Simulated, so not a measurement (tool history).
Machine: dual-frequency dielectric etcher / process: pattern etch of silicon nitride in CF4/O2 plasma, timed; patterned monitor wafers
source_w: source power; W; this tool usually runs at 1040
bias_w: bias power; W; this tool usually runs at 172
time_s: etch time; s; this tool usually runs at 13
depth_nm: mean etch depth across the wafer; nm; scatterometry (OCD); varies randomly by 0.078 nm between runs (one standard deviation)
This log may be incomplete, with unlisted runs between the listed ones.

run	hour	source_w	bias_w	time_s	read-back reference wafer on the same gauge, depth_nm	depth_nm
1	0	910	172	15.5	49.41	59.23
2	34.8	910	172	15.5	49.42	59.39
3	104.7	910	172	15.5	49.39	59.51
4	155.7	1040	172	13	49.38	53.99
5	223.1	1040	172	13	49.41	53.96
6	291	1040	172	13	49.42	51.85
7	333.6	1040	172	13	49.4	51.91
8	382.2	1200	134	13	49.39	48.79
9	437.7	1040	172	13	49.43	52.14
10	467.1	1040	172	13	49.4	52.26
11	528.3	1190	132	11	49.38	41.11
12	582.7	920	172	14.5	49.37	55.09
13	642.6	1040	172	17	49.4	67.79
14	688.2	960	158	15	49.39	54.54

Put back what was entered between runs (6 entries, withheld): which listed runs does each sit between, and how does the hidden state differ from the listed run before to the listed run after?
Runs 5 to 6: upper electrode replaced (hour 250.8); wet clean of the chamber (hour 265.2); bias power generator calibrated (hour 281.1)
  etch rate over this chamber's usual, %: 1.18 -> 0.351; bias power that arrives over what is set, %: 5.97 -> 0.0561
  measured minus no-state result, depth_nm: +2.33 -> +0.2 nm
Runs 9 to 10: source power generator calibrated (hour 451.9)
  etch rate over this chamber's usual, %: 0.945 -> 1.06; bias power that arrives over what is set, %: 0.277 -> 0.322
  measured minus no-state result, depth_nm: +0.57 -> +0.64 nm
Runs 10 to 11: gauge calibrated (hour 505)
  etch rate over this chamber's usual, %: 1.06 -> 1.31; bias power that arrives over what is set, %: 0.322 -> 0.414
  measured minus no-state result, depth_nm: +0.64 -> +0.61 nm
Runs 12 to 13: wet clean of the chamber (hour 639.1)
  etch rate over this chamber's usual, %: 1.53 -> 0.0134; bias power that arrives over what is set, %: 0.496 -> 0.586
  measured minus no-state result, depth_nm: +0.99 -> +0.23 nm
